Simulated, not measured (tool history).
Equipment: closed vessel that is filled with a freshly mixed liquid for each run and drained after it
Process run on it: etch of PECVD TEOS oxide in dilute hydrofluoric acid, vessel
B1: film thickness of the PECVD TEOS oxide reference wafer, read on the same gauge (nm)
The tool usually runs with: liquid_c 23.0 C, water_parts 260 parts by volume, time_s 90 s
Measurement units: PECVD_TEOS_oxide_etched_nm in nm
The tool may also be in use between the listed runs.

Run 1, hour 0.0: usual settings; B1 70.01. Result: PECVD_TEOS_oxide_etched_nm 6.47 nm.
Run 2, hour 9.6: usual settings; B1 69.99. Result: PECVD_TEOS_oxide_etched_nm 6.42 nm.
Run 3, hour 27.2: usual settings; B1 70.01. Result: PECVD_TEOS_oxide_etched_nm 6.38 nm.
Run 4, hour 34.9: usual settings; B1 69.99. Result: PECVD_TEOS_oxide_etched_nm 6.44 nm.
Run 5, hour 42.3: usual settings; B1 70.00. Result: PECVD_TEOS_oxide_etched_nm 6.38 nm.
Run 6, hour 51.4: usual settings; B1 69.98. Result: PECVD_TEOS_oxide_etched_nm 6.39 nm.
Run 7, hour 68.9: usual settings; B1 70.00. Result: PECVD_TEOS_oxide_etched_nm 6.41 nm.
Run 8, hour 79.4: usual settings; B1 70.00. Result: PECVD_TEOS_oxide_etched_nm 6.41 nm.
Run 9, hour 85.9: usual settings but water_parts 295 parts by volume, time_s 125 s; B1 70.02. Result: PECVD_TEOS_oxide_etched_nm 7.55 nm.
Run 10, hour 100.4: usual settings but water_parts 380 parts by volume, time_s 60 s; B1 70.00. Result: PECVD_TEOS_oxide_etched_nm 2.57 nm.
At hour 101.6: hydrofluoric acid flow meter replaced.
At hour 102.2: gauge calibrated.
Run 11, hour 113.2: usual settings but liquid_c 19.5 C, water_parts 140 parts by volume; B1 70.00. Result: PECVD_TEOS_oxide_etched_nm 10.88 nm.
At hour 119.8: thermometer replaced.
Run 12, hour 120.7: usual settings; B1 70.03. Result: PECVD_TEOS_oxide_etched_nm 5.78 nm.
At hour 129.0: hydrofluoric acid flow meter replaced, repeated, since the last time left the tool worse.
Run 13, hour 135.3: usual settings but liquid_c 21.0 C; B1 70.01. Result: PECVD_TEOS_oxide_etched_nm 6.63 nm.
Run 14, hour 146.8: usual settings but liquid_c 19.5 C, water_parts 140 parts by volume; B1 70.01. Result: PECVD_TEOS_oxide_etched_nm 13.17 nm.
Run 15, hour 159.2: usual settings but liquid_c 21.5 C, water_parts 200 parts by volume, time_s 35 s; B1 70.01. Result: PECVD_TEOS_oxide_etched_nm 3.63 nm.
Run 16, hour 165.6: usual settings but liquid_c 25.0 C, water_parts 360 parts by volume, time_s 110 s; B1 70.02. Result: PECVD_TEOS_oxide_etched_nm 6.12 nm.

Run 17 has not been measured yet. What should we expect?
Run 17, hour 179.5: usual settings but liquid_c 19.0 C, time_s 140 s; B1 ?. Result: PECVD_TEOS_oxide_etched_nm ?.

Run 17 measured B1 69.99, PECVD_TEOS_oxide_etched_nm 9.57 nm.
If the tool had no hidden condition, the same run with the same run-to-run variation would have returned PECVD_TEOS_oxide_etched_nm 9.62 nm.

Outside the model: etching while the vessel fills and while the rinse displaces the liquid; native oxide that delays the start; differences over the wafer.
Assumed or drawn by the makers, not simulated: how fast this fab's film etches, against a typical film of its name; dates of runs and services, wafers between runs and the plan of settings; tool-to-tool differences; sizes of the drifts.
